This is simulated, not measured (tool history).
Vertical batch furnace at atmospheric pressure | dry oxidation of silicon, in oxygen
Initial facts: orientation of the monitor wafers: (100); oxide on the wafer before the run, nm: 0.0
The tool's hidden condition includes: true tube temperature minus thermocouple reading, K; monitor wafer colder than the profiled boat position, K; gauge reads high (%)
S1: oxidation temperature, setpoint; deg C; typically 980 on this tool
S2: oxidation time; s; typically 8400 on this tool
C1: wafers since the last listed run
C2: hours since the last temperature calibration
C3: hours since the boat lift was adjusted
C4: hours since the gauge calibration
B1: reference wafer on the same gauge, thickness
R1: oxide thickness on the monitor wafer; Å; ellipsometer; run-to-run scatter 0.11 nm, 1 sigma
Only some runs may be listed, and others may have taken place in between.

run     day   S1     S2    C1      C2      C3     C4     B1     R1
  1   0.000  968   5820     0  4009.7  4971.8  346.6  63.38  512.5
  2   4.354  968   5820  1384  4114.2  5076.3  451.1  63.38  512.5
      5.008  -- gauge calibrated
  3   5.896  980   8400   490  4151.2  5113.3   21.3  63.40  732.7
  4   7.767  999   8400   594  4196.1  5158.2   66.2  63.40  874.7
  5   8.833  999   8400   339  4221.7  5183.8   91.8  63.42  873.8
  6   9.896  999   8400   337  4247.2  5209.3  117.3  63.41  875.2
  7  11.417  964   8400   483  4283.7  5245.8  153.8  63.42  645.5
  8  12.567  964   8400   365  4311.3  5273.4  181.4  63.40  647.2
  9  13.717  965  11070   365  4338.9  5301.0  209.0  63.37  795.0
 10  14.883  960  10200   370  4366.9  5329.0  237.0  63.38  720.9
     16.067  -- thermocouples replaced and temperature profile calibrated
 11  17.592  987   6780   543    36.6  5394.0  302.0  63.39  647.3
     19.875  -- boat lift adjusted
 12  19.896  965  10410   414    91.9     0.5  357.3  63.41  738.1
     21.062  -- gauge calibrated
 13  21.471  980   8400   500   129.7    38.3    9.8  63.41  709.3
 14  23.238  980  10650   561   172.1    80.7   52.2  63.40  837.9
 15  25.167  987   6780   613   218.4   127.0   98.5  63.40  648.5
 16  28.125  972   5040   940   289.4   198.0  169.5  63.39  467.5

Measured result minus the same run's result without the hidden state. Both carry the same run-to-run variation, though not necessarily the same gauge scatter:
run     R1
  1  +14.8
  2  +15.6
  3  +25.0
  4  +34.6
  5  +34.9
  6  +35.4
  7  +21.6
  8  +22.0
  9  +26.6
 10  +26.4
 11   +4.0
 12   +3.8
 13   +3.9
 14   +4.5
 15   +4.0
 16   +2.5
